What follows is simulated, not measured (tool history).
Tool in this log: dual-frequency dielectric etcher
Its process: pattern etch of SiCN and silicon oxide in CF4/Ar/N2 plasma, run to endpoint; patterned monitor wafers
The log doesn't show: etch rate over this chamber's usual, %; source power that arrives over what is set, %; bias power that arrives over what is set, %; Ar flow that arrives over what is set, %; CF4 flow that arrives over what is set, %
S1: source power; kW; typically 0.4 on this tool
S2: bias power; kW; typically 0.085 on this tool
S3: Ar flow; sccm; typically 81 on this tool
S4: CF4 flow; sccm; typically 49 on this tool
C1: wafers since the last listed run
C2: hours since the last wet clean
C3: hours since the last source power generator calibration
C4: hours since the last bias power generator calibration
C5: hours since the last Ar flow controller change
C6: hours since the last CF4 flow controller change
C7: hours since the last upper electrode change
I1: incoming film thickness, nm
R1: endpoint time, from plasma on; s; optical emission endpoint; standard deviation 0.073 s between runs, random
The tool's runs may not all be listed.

run,hour,S1,S2,S3,S4,C1,C2,C3,C4,C5,C6,C7,I1,R1
1,0,0.4,0.085,81,49,0,320.2,2485.3,586.5,2657.8,250.6,3218.2,9.2,10.5
2,77.1,0.49,0.085,98,49,970,397.3,2562.4,663.6,2734.9,327.7,3295.3,9.27,9.8
3,156.3,0.4,0.085,81,44,997,476.5,2641.6,742.8,2814.1,406.9,3374.5,9.26,10.9
4,212.1,0.4,0.085,81,41,702,532.3,2697.4,798.6,2869.9,462.7,3430.3,9.15,10.9
5,302.4,0.4,0.085,81,49,1137,622.6,2787.7,888.9,2960.2,553,3520.6,9.31,10.8
# hour 359.9: wet clean of the chamber
6,360.4,0.44,0.067,65,41,428,0.5,2845.7,946.9,3018.2,611,3578.6,9.09,10.3
7,445.3,0.48,0.085,81,59,1069,85.4,2930.6,1031.8,3103.1,695.9,3663.5,9.26,9
8,521.6,0.45,0.085,81,49,960,161.7,3006.9,1108.1,3179.4,772.2,3739.8,9.11,9.7
9,581.7,0.4,0.085,81,49,756,221.8,3067,1168.2,3239.5,832.3,3799.9,9.18,10.5
10,670.1,0.4,0.085,92,59,1113,310.2,3155.4,1256.6,3327.9,920.7,3888.3,9.23,10.5
11,744.5,0.4,0.085,81,42,936,384.6,3229.8,1331,3402.3,995.1,3962.7,9.13,10.7
12,894.1,0.33,0.067,94,53,1883,534.2,3379.4,1480.6,3551.9,1144.7,4112.3,9.24,12.9
# hour 918.1: source power generator calibrated
13,970,0.46,0.103,81,49,905,610.1,51.9,1556.5,3627.8,1220.6,4188.2,9.19,9.2
14,1036.3,0.4,0.085,65,49,834,676.4,118.2,1622.8,3694.1,1286.9,4254.5,9.24,10.4
15,1124.4,0.35,0.072,81,37,1109,764.5,206.3,1710.9,3782.2,1375,4342.6,9.27,13.1
# hour 1195.9: wet clean of the chamber
16,1212.9,0.4,0.085,81,49,812,17,294.8,1799.4,3870.7,1463.5,4431.1,9.2,10.8
# hour 1300.9: Ar flow controller replaced
# hour 1325.8: bias power generator calibrated
# hour 1328.2: upper electrode replaced
17,1404.3,0.49,0.085,90,53,2254,208.4,486.2,78.5,103.4,1654.9,76.1,9.21,9.6
# hour 1455.2: CF4 flow controller replaced
18,1619.6,0.4,0.085,81,49,2635,423.7,701.5,293.8,318.7,164.4,291.4,9.22,10.8
19,1717.3,0.49,0.085,70,61,1230,521.4,799.2,391.5,416.4,262.1,389.1,9.15,8.7
20,1788.2,0.43,0.085,81,41,892,592.3,870.1,462.4,487.3,333,460,9.17,10.6
21,1879.4,0.4,0.085,81,49,1148,683.5,961.3,553.6,578.5,424.2,551.2,9.13,10.6
# hour 1903.8: wet clean of the chamber
22,1983.7,0.4,0.092,91,49,1011,79.9,1065.6,657.9,682.8,528.5,655.5,9.21,10.7
23,2088.7,0.44,0.085,70,49,1322,184.9,1170.6,762.9,787.8,633.5,760.5,9.18,9.8
24,2145.1,0.33,0.085,81,55,710,241.3,1227,819.3,844.2,689.9,816.9,9.19,11.8

List, for all runs, the conditions of the tool that the log does not record:
etch rate over this chamber's usual, %: 0 at every run
bias power that arrives over what is set, %: 0 at every run
Ar flow that arrives over what is set, %: 0 at every run
CF4 flow that arrives over what is set, %: 0 at every run
H1: source power that arrives over what is set, %
run,H1
1,2.76
2,2.91
3,3.06
4,3.17
5,3.35
6,3.47
7,3.65
8,3.82
9,3.95
10,4.16
11,4.33
12,4.69
13,-0.108
14,-0.103
15,-0.0929
16,-0.0766
17,-0.0216
18,0.0726
19,0.127
20,0.17
21,0.232
22,0.309
23,0.396
24,0.446
